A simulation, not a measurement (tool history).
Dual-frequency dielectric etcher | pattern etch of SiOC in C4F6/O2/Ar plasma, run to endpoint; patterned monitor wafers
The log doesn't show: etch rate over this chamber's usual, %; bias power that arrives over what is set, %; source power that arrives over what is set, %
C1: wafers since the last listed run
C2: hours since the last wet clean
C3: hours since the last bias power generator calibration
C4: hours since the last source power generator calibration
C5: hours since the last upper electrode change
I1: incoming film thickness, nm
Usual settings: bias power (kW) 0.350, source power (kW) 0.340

run 1 hour=0.0 | bias_power_(kW)=0.350 source_power_(kW)=0.300 | C1=0 C2=531.1 C3=1400.0 C4=3095.8 C5=1916.0 | I1=30.98 | endpoint_time_(s)=14.2
-- hour=12.0 wet clean of the chamber
run 2 hour=49.6 | bias_power_(kW)=0.350 source_power_(kW)=0.340 | C1=406 C2=37.6 C3=1449.6 C4=3145.4 C5=1965.6 | I1=31.44 | endpoint_time_(s)=13.6
run 3 hour=81.1 | bias_power_(kW)=0.350 source_power_(kW)=0.340 | C1=340 C2=69.1 C3=1481.1 C4=3176.9 C5=1997.1 | I1=31.14 | endpoint_time_(s)=13.5
run 4 hour=137.8 | bias_power_(kW)=0.350 source_power_(kW)=0.340 | C1=613 C2=125.8 C3=1537.8 C4=3233.6 C5=2053.8 | I1=31.13 | endpoint_time_(s)=13.6
run 5 hour=203.2 | bias_power_(kW)=0.350 source_power_(kW)=0.320 | C1=707 C2=191.2 C3=1603.2 C4=3299.0 C5=2119.2 | I1=31.09 | endpoint_time_(s)=13.8
run 6 hour=244.8 | bias_power_(kW)=0.350 source_power_(kW)=0.340 | C1=450 C2=232.8 C3=1644.8 C4=3340.6 C5=2160.8 | I1=31.19 | endpoint_time_(s)=13.6
run 7 hour=306.0 | bias_power_(kW)=0.350 source_power_(kW)=0.340 | C1=662 C2=294.0 C3=1706.0 C4=3401.8 C5=2222.0 | I1=31.14 | endpoint_time_(s)=13.6
run 8 hour=376.6 | bias_power_(kW)=0.350 source_power_(kW)=0.340 | C1=764 C2=364.6 C3=1776.6 C4=3472.4 C5=2292.6 | I1=31.43 | endpoint_time_(s)=13.9
run 9 hour=427.6 | bias_power_(kW)=0.390 source_power_(kW)=0.340 | C1=551 C2=415.6 C3=1827.6 C4=3523.4 C5=2343.6 | I1=31.15 | endpoint_time_(s)=13.1
run 10 hour=466.5 | bias_power_(kW)=0.390 source_power_(kW)=0.340 | C1=421 C2=454.5 C3=1866.5 C4=3562.3 C5=2382.5 | I1=31.61 | endpoint_time_(s)=13.3
-- hour=522.7 wet clean of the chamber
run 11 hour=523.2 | bias_power_(kW)=0.350 source_power_(kW)=0.360 | C1=353 C2=0.5 C3=1923.2 C4=3619.0 C5=2439.2 | I1=31.29 | endpoint_time_(s)=13.4
run 12 hour=543.4 | bias_power_(kW)=0.350 source_power_(kW)=0.360 | C1=218 C2=20.7 C3=1943.4 C4=3639.2 C5=2459.4 | I1=31.17 | endpoint_time_(s)=13.3
run 13 hour=583.4 | bias_power_(kW)=0.267 source_power_(kW)=0.340 | C1=432 C2=60.7 C3=1983.4 C4=3679.2 C5=2499.4 | I1=30.96 | endpoint_time_(s)=15.3
-- hour=605.2 bias power generator calibrated
run 14 hour=617.2 | bias_power_(kW)=0.299 source_power_(kW)=0.400 | C1=322 C2=94.5 C3=12.0 C4=3713.0 C5=2533.2 | I1=31.40 | endpoint_time_(s)=13.7
run 15 hour=687.0 | bias_power_(kW)=0.350 source_power_(kW)=0.290 | C1=755 C2=164.3 C3=81.8 C4=3782.8 C5=2603.0 | I1=30.98 | endpoint_time_(s)=14.0
-- hour=752.3 upper electrode replaced
run 16 hour=752.8 | bias_power_(kW)=0.390 source_power_(kW)=0.340 | C1=452 C2=230.1 C3=147.6 C4=3848.6 C5=0.5 | I1=31.10 | endpoint_time_(s)=12.8
-- hour=770.3 source power generator calibrated
run 17 hour=817.7 | bias_power_(kW)=0.350 source_power_(kW)=0.340 | C1=659 C2=295.0 C3=212.5 C4=47.4 C5=65.4 | I1=31.62 | endpoint_time_(s)=13.7
run 18 hour=888.5 | bias_power_(kW)=0.299 source_power_(kW)=0.400 | C1=766 C2=365.8 C3=283.3 C4=118.2 C5=136.2 | I1=31.10 | endpoint_time_(s)=13.7
run 19 hour=948.6 | bias_power_(kW)=0.350 source_power_(kW)=0.340 | C1=650 C2=425.9 C3=343.4 C4=178.3 C5=196.3 | I1=31.13 | endpoint_time_(s)=13.6
run 20 hour=992.8 | bias_power_(kW)=0.383 source_power_(kW)=0.380 | C1=478 C2=470.1 C3=387.6 C4=222.5 C5=240.5 | I1=31.39 | endpoint_time_(s)=12.7
-- hour=1022.0 wet clean of the chamber
run 21 hour=1059.2 | bias_power_(kW)=0.388 source_power_(kW)=0.290 | C1=458 C2=37.2 C3=454.0 C4=288.9 C5=306.9 | I1=31.18 | endpoint_time_(s)=13.5
run 22 hour=1101.7 | bias_power_(kW)=0.350 source_power_(kW)=0.280 | C1=459 C2=79.7 C3=496.5 C4=331.4 C5=349.4 | I1=31.02 | endpoint_time_(s)=14.2
run 23 hour=1126.6 | bias_power_(kW)=0.297 source_power_(kW)=0.340 | C1=269 C2=104.6 C3=521.4 C4=356.3 C5=374.3 | I1=31.11 | endpoint_time_(s)=14.4
run 24 hour=1187.1 | bias_power_(kW)=0.289 source_power_(kW)=0.310 | C1=654 C2=165.1 C3=581.9 C4=416.8 C5=434.8 | I1=31.40 | endpoint_time_(s)=15.2

Forecast each of these 4 alternatives for the next run:
run A hour=1187.5 | bias_power_(kW)=0.350 source_power_(kW)=0.340 | C1=4 C2=165.5 C3=582.3 C4=417.2 C5=435.2 | I1=30.84 | endpoint_time_(s)=?
run B hour=1187.5 | bias_power_(kW)=0.431 source_power_(kW)=0.340 | C1=4 C2=165.5 C3=582.3 C4=417.2 C5=435.2 | I1=30.84 | endpoint_time_(s)=?
run C hour=1187.5 | bias_power_(kW)=0.438 source_power_(kW)=0.310 | C1=4 C2=165.5 C3=582.3 C4=417.2 C5=435.2 | I1=30.84 | endpoint_time_(s)=?
run D hour=1187.5 | bias_power_(kW)=0.300 source_power_(kW)=0.340 | C1=4 C2=165.5 C3=582.3 C4=417.2 C5=435.2 | I1=30.84 | endpoint_time_(s)=?

run=A endpoint_time_(s)=13.4
run=B endpoint_time_(s)=12.2
run=C endpoint_time_(s)=12.4
run=D endpoint_time_(s)=14.3
Without the tool's hidden state the same runs would have given:
run=A endpoint_time_(s)=13.2
run=B endpoint_time_(s)=12.1
run=C endpoint_time_(s)=12.3
run=D endpoint_time_(s)=14.2

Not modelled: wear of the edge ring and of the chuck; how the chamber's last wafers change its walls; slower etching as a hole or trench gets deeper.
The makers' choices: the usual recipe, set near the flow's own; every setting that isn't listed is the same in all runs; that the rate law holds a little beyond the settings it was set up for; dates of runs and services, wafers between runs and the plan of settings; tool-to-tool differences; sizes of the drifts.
